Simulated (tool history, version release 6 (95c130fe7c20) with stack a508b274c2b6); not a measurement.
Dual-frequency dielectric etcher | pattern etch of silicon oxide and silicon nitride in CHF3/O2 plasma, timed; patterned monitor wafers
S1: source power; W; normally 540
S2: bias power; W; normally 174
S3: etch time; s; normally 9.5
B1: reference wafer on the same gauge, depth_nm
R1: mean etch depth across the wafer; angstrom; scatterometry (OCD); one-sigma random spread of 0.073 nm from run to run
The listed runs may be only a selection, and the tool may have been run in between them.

Run 1, hour 0.0: usual settings; B1 12.11. Result: R1 141.1 angstrom.
Run 2, hour 14.5: usual settings; B1 12.09. Result: R1 141.7 angstrom.
At hour 23.2: bias power generator calibrated.
Run 3, hour 26.3: usual settings; B1 12.09. Result: R1 141.7 angstrom.
At hour 41.2: source power generator calibrated.
Run 4, hour 41.6: usual settings but S1 460 W, S3 12.0 s; B1 12.11. Result: R1 173.4 angstrom.
Run 5, hour 50.0: usual settings but S1 460 W, S3 12.0 s; B1 12.11. Result: R1 173.7 angstrom.
Run 6, hour 56.5: usual settings but S1 490 W, S2 163 W, S3 7.5 s; B1 12.09. Result: R1 106.8 angstrom.
Run 7, hour 69.2: usual settings but S3 6.5 s; B1 12.10. Result: R1 96.6 angstrom.
At hour 79.2: gauge calibrated.
Run 8, hour 80.4: usual settings but S2 192 W; B1 12.10. Result: R1 147.3 angstrom.
Run 9, hour 97.9: usual settings but S1 620 W, S2 141 W, S3 7.0 s; B1 12.10. Result: R1 100.3 angstrom.
Run 10, hour 111.0: usual settings but S1 580 W, S2 142 W, S3 8.5 s; B1 12.09. Result: R1 121.1 angstrom.
Run 11, hour 126.6: usual settings but S1 480 W; B1 12.10. Result: R1 138.7 angstrom.
At hour 152.4: wet clean of the chamber.
Run 12, hour 152.9: usual settings; B1 12.10. Result: R1 135.4 angstrom.
Run 13, hour 153.2: usual settings; B1 12.09. Result: R1 137.2 angstrom.
Run 14, hour 163.0: usual settings but S2 149 W, S3 7.5 s; B1 12.10. Result: R1 102.3 angstrom.
Run 15, hour 173.5: usual settings but S1 670 W, S2 196 W; B1 12.08. Result: R1 150.8 angstrom.
Run 16, hour 189.8: usual settings; B1 12.09. Result: R1 136.9 angstrom.
At hour 218.4: upper electrode replaced.
Run 17, hour 218.9: usual settings; B1 12.10. Result: R1 138.6 angstrom.
Run 18, hour 219.2: usual settings; B1 12.10. Result: R1 138.4 angstrom.
Run 19, hour 229.5: usual settings but S3 8.0 s; B1 12.11. Result: R1 116.2 angstrom.

The next listed run, before its measurement:
Run 20, hour 244.5: usual settings but S2 206 W; B1 ?. Result: R1 ?.

Run 20 measured B1 12.09, R1 148.6 angstrom.
The same run, on a tool lacking any hidden state, would have yielded R1 146.9 angstrom.
